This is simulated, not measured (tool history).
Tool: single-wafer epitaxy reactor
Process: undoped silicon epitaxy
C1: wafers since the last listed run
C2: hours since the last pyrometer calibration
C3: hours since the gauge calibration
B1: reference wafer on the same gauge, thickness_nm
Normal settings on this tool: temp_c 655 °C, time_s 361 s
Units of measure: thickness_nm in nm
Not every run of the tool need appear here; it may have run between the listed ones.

Run 1, hour 0: usual settings but time_s 325 s; C1 0; C2 352.7; C3 179; B1 72.315. Result: thickness_nm 61.458 nm.
Run 2, hour 57.4: usual settings; C1 230; C2 410.1; C3 236.4; B1 72.305. Result: thickness_nm 68.53 nm.
Run 3, hour 122.8: usual settings; C1 262; C2 475.5; C3 301.8; B1 72.265. Result: thickness_nm 68.541 nm.
Run 4, hour 173: usual settings; C1 201; C2 525.7; C3 352; B1 72.27. Result: thickness_nm 68.553 nm.
Run 5, hour 236: usual settings; C1 252; C2 588.7; C3 415; B1 72.292. Result: thickness_nm 68.44 nm.
Run 6, hour 329: usual settings; C1 372; C2 681.7; C3 508; B1 72.311. Result: thickness_nm 68.584 nm.
Run 7, hour 399.2: usual settings but time_s 385 s; C1 281; C2 751.9; C3 578.2; B1 72.291. Result: thickness_nm 73.312 nm.
Run 8, hour 465.3: usual settings but time_s 385 s; C1 264; C2 818; C3 644.3; B1 72.299. Result: thickness_nm 73.201 nm.
Run 9, hour 523.5: usual settings but temp_c 652 °C; C1 233; C2 876.2; C3 702.5; B1 72.297. Result: thickness_nm 63.834 nm.
Run 10, hour 568.6: usual settings but temp_c 662 °C, time_s 391 s; C1 180; C2 921.3; C3 747.6; B1 72.285. Result: thickness_nm 88.159 nm.
Run 11, hour 639: usual settings but temp_c 661 °C; C1 282; C2 991.7; C3 818; B1 72.272. Result: thickness_nm 79.367 nm.
Run 12, hour 702.3: usual settings but temp_c 661 °C; C1 253; C2 1055; C3 881.3; B1 72.308. Result: thickness_nm 79.645 nm.
Run 13, hour 754: usual settings; C1 207; C2 1106.7; C3 933; B1 72.27. Result: thickness_nm 69.068 nm.
Run 14, hour 848.4: usual settings; C1 378; C2 1201.1; C3 1027.4; B1 72.3. Result: thickness_nm 68.887 nm.
Run 15, hour 916.7: usual settings; C1 273; C2 1269.4; C3 1095.7; B1 72.299. Result: thickness_nm 69.108 nm.
Run 16, hour 975.1: usual settings; C1 234; C2 1327.8; C3 1154.1; B1 72.298. Result: thickness_nm 69.378 nm.
Run 17, hour 1074.8: usual settings; C1 399; C2 1427.5; C3 1253.8; B1 72.304. Result: thickness_nm 69.344 nm.
Run 18, hour 1119.6: usual settings but temp_c 667 °C, time_s 382 s; C1 179; C2 1472.3; C3 1298.6; B1 72.304. Result: thickness_nm 98.351 nm.
Run 19, hour 1186.4: usual settings but temp_c 646 °C, time_s 412 s; C1 267; C2 1539.1; C3 1365.4; B1 72.299. Result: thickness_nm 63.298 nm.
Run 20, hour 1253.9: usual settings but temp_c 670 °C; C1 270; C2 1606.6; C3 1432.9; B1 72.331. Result: thickness_nm 100.193 nm.
At hour 1273.5: pyrometer calibrated.
Run 21, hour 1344.9: usual settings; C1 332; C2 71.4; C3 1523.9; B1 72.286. Result: thickness_nm 68.276 nm.
Run 22, hour 1386: usual settings; C1 164; C2 112.5; C3 1565; B1 72.315. Result: thickness_nm 68.352 nm.
At hour 1398.1: gauge calibrated.
Run 23, hour 1459.8: usual settings but temp_c 651 °C, time_s 297 s; C1 295; C2 186.3; C3 61.7; B1 72.274. Result: thickness_nm 50.817 nm.
Run 24, hour 1549.4: usual settings but time_s 311 s; C1 359; C2 275.9; C3 151.3; B1 72.277. Result: thickness_nm 58.851 nm.
Run 25, hour 1628.3: usual settings but temp_c 640 °C, time_s 330 s; C1 316; C2 354.8; C3 230.2; B1 72.328. Result: thickness_nm 42.965 nm.
Run 26, hour 1675.4: usual settings; C1 188; C2 401.9; C3 277.3; B1 72.289. Result: thickness_nm 68.445 nm.
Run 27, hour 1751.2: usual settings but temp_c 649 °C, time_s 382 s; C1 303; C2 477.7; C3 353.1; B1 72.334. Result: thickness_nm 62.621 nm.
Run 28, hour 1800.1: usual settings but temp_c 650 °C; C1 196; C2 526.6; C3 402; B1 72.319. Result: thickness_nm 60.704 nm.
Run 29, hour 1868.4: usual settings; C1 273; C2 594.9; C3 470.3; B1 72.288. Result: thickness_nm 68.151 nm.
Run 30, hour 1935.5: usual settings but temp_c 669 °C, time_s 393 s; C1 268; C2 662; C3 537.4; B1 72.315. Result: thickness_nm 104.882 nm.
Run 31, hour 2254.3: usual settings; C1 1277; C2 980.8; C3 856.2; B1 72.31. Result: thickness_nm 68.802 nm.
Run 32, hour 2328.7: usual settings but time_s 382 s; C1 298; C2 1055.2; C3 930.6; B1 72.316. Result: thickness_nm 72.881 nm.
Run 33, hour 2401.5: usual settings but temp_c 641 °C; C1 291; C2 1128; C3 1003.4; B1 72.298. Result: thickness_nm 48.665 nm.

Predict each of these 5 candidate next runs independently; none follows another, all start after run 33:
Run A, hour 2402: usual settings; C1 2; C2 1128.5; C3 1003.9; B1 ?. Result: thickness_nm ?.
Run B, hour 2402: usual settings but temp_c 647 °C, time_s 392 s; C1 2; C2 1128.5; C3 1003.9; B1 ?. Result: thickness_nm ?.
Run C, hour 2402: usual settings but temp_c 669 °C, time_s 337 s; C1 2; C2 1128.5; C3 1003.9; B1 ?. Result: thickness_nm ?.
Run D, hour 2402: usual settings but temp_c 650 °C, time_s 414 s; C1 2; C2 1128.5; C3 1003.9; B1 ?. Result: thickness_nm ?.
Run E, hour 2402: usual settings but temp_c 650 °C, time_s 419 s; C1 2; C2 1128.5; C3 1003.9; B1 ?. Result: thickness_nm ?.

run     B1  thickness_nm
  A  72.32        69.044
  B  72.32        61.489
  C  72.32        90.354
  D  72.32        69.984
  E  72.32         70.83
Had the tool no hidden state, the same runs would have come out as:
run  thickness_nm
  A        68.211
  B        60.731
  C        89.299
  D        69.129
  E        69.964
